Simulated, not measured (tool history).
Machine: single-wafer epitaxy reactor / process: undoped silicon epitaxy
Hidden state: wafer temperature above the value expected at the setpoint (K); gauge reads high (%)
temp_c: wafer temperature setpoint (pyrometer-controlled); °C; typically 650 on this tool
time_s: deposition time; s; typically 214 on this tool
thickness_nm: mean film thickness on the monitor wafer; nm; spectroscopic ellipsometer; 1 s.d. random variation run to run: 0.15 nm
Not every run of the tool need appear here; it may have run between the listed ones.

| run | hour | temp_c | time_s | wafers since the last listed run | hours since the last pyrometer calibration | hours since the gauge calibration | read-back reference wafer on the same gauge, thickness_nm | thickness_nm |
|---|---|---|---|---|---|---|---|---|
| 1 | 0 | 650 | 214 | 0 | 1722.5 | 225.9 | 35.791 | 36.24 |
| 2 | 65.1 | 650 | 205 | 472 | 1787.6 | 291 | 35.84 | 34.196 |
| 3 | 122.1 | 650 | 205 | 414 | 1844.6 | 348 | 35.777 | 34.869 |
| 4 | 166.4 | 650 | 205 | 321 | 1888.9 | 392.3 | 35.745 | 34.587 |
| 5 | 212.8 | 650 | 242 | 337 | 1935.3 | 438.7 | 35.842 | 40.933 |
| 6 | 244.8 | 650 | 242 | 232 | 1967.3 | 470.7 | 35.847 | 40.504 |
| 7 | 295.9 | 650 | 242 | 371 | 2018.4 | 521.8 | 35.824 | 40.574 |
| 8 | 426.7 | 650 | 214 | 950 | 2149.2 | 652.6 | 35.77 | 35.949 |
| 9 | 455 | 650 | 214 | 205 | 2177.5 | 680.9 | 35.761 | 35.819 |
| 10 | 508.4 | 650 | 214 | 387 | 2230.9 | 734.3 | 35.811 | 36.134 |
| 11 | 572.3 | 650 | 214 | 464 | 2294.8 | 798.2 | 35.835 | 36.103 |
| 12 | 640.2 | 650 | 214 | 493 | 2362.7 | 866.1 | 35.854 | 35.986 |
| 13 | 711.1 | 650 | 214 | 515 | 2433.6 | 937 | 35.799 | 35.9 |
| 14 | 745.3 | 650 | 223 | 248 | 2467.8 | 971.2 | 35.797 | 37.558 |
| 15 | 786.2 | 650 | 214 | 297 | 2508.7 | 1012.1 | 35.789 | 36.054 |
| 16 | 813.8 | 650 | 214 | 200 | 2536.3 | 1039.7 | 35.802 | 35.847 |
| 17 | 852.9 | 650 | 214 | 284 | 2575.4 | 1078.8 | 35.828 | 36.213 |
| 18 | 907.5 | 658 | 214 | 396 | 2630 | 1133.4 | 35.777 | 43.973 |
|  | 945.6 | pyrometer calibrated |
| 19 | 947.4 | 643 | 214 | 231 | 1.8 | 1173.3 | 35.812 | 29.327 |
| 20 | 1083.1 | 643 | 214 | 985 | 137.5 | 1309 | 35.794 | 29.539 |
| 21 | 1130.1 | 643 | 214 | 341 | 184.5 | 1356 | 35.891 | 29.608 |
| 22 | 1177 | 662 | 244 | 340 | 231.4 | 1402.9 | 35.76 | 53.6 |
| 23 | 1213.5 | 659 | 201 | 265 | 267.9 | 1439.4 | 35.805 | 41.322 |
| 24 | 1270 | 650 | 214 | 410 | 324.4 | 1495.9 | 35.763 | 35.287 |
| 25 | 1334.2 | 641 | 256 | 466 | 388.6 | 1560.1 | 35.833 | 33.441 |
| 26 | 1373.1 | 650 | 214 | 282 | 427.5 | 1599 | 35.775 | 35.615 |
| 27 | 1427 | 662 | 193 | 391 | 481.4 | 1652.9 | 35.755 | 42.789 |
| 28 | 1490 | 637 | 182 | 457 | 544.4 | 1715.9 | 35.768 | 21.883 |
|  | 1542.3 | gauge calibrated |
| 29 | 1558.4 | 663 | 240 | 496 | 612.8 | 16.1 | 35.808 | 55.024 |
| 30 | 1591.4 | 654 | 188 | 239 | 645.8 | 49.1 | 35.841 | 34.768 |
| 31 | 1623.3 | 664 | 238 | 231 | 677.7 | 81 | 35.792 | 55.698 |
| 32 | 1660.9 | 638 | 250 | 273 | 715.3 | 118.6 | 35.789 | 30.83 |
| 33 | 1706.4 | 663 | 227 | 330 | 760.8 | 164.1 | 35.773 | 51.852 |
| 34 | 1735.7 | 637 | 236 | 212 | 790.1 | 193.4 | 35.82 | 28.359 |
| 35 | 1771.5 | 661 | 179 | 260 | 825.9 | 229.2 | 35.78 | 39.082 |
| 36 | 1818.5 | 650 | 214 | 341 | 872.9 | 276.2 | 35.821 | 35.788 |
| 37 | 1858.5 | 644 | 245 | 290 | 912.9 | 316.2 | 35.818 | 35.221 |
| 38 | 1910.5 | 637 | 180 | 377 | 964.9 | 368.2 | 35.749 | 21.683 |
| 39 | 1968.8 | 642 | 189 | 423 | 1023.2 | 426.5 | 35.785 | 25.89 |
| 40 | 1998.1 | 636 | 225 | 212 | 1052.5 | 455.8 | 35.789 | 26.302 |
| 41 | 2027.7 | 664 | 185 | 215 | 1082.1 | 485.4 | 35.832 | 43.444 |
| 42 | 2056.4 | 650 | 214 | 208 | 1110.8 | 514.1 | 35.808 | 36.073 |
| 43 | 2104.8 | 637 | 192 | 351 | 1159.2 | 562.5 | 35.812 | 23.273 |
| 44 | 2240.7 | 637 | 254 | 987 | 1295.1 | 698.4 | 35.845 | 30.804 |
| 45 | 2310.5 | 650 | 256 | 507 | 1364.9 | 768.2 | 35.785 | 42.886 |
| 46 | 2344.8 | 658 | 183 | 249 | 1399.2 | 802.5 | 35.765 | 37.281 |

Consider 5 possible next runs. They are alternatives, not a sequence: every one starts from the tool as it was left by run 46. What does each give?
| A | 2345.3 | 641 | 214 | 3 | 1399.7 | 803 | ? | ? |
| B | 2345.3 | 665 | 245 | 3 | 1399.7 | 803 | ? | ? |
| C | 2345.3 | 638 | 234 | 3 | 1399.7 | 803 | ? | ? |
| D | 2345.3 | 664 | 177 | 3 | 1399.7 | 803 | ? | ? |
| E | 2345.3 | 660 | 246 | 3 | 1399.7 | 803 | ? | ? |

| run | read-back reference wafer on the same gauge, thickness_nm | thickness_nm |
|---|---|---|
| A | 35.814 | 28.696 |
| B | 35.814 | 59.266 |
| C | 35.814 | 29.074 |
| D | 35.814 | 41.806 |
| E | 35.814 | 52.775 |
Had the tool no hidden state, the same runs would have come out as:
| run | thickness_nm |
|---|---|
| A | 27.784 |
| B | 57.49 |
| C | 28.144 |
| D | 40.55 |
| E | 51.174 |
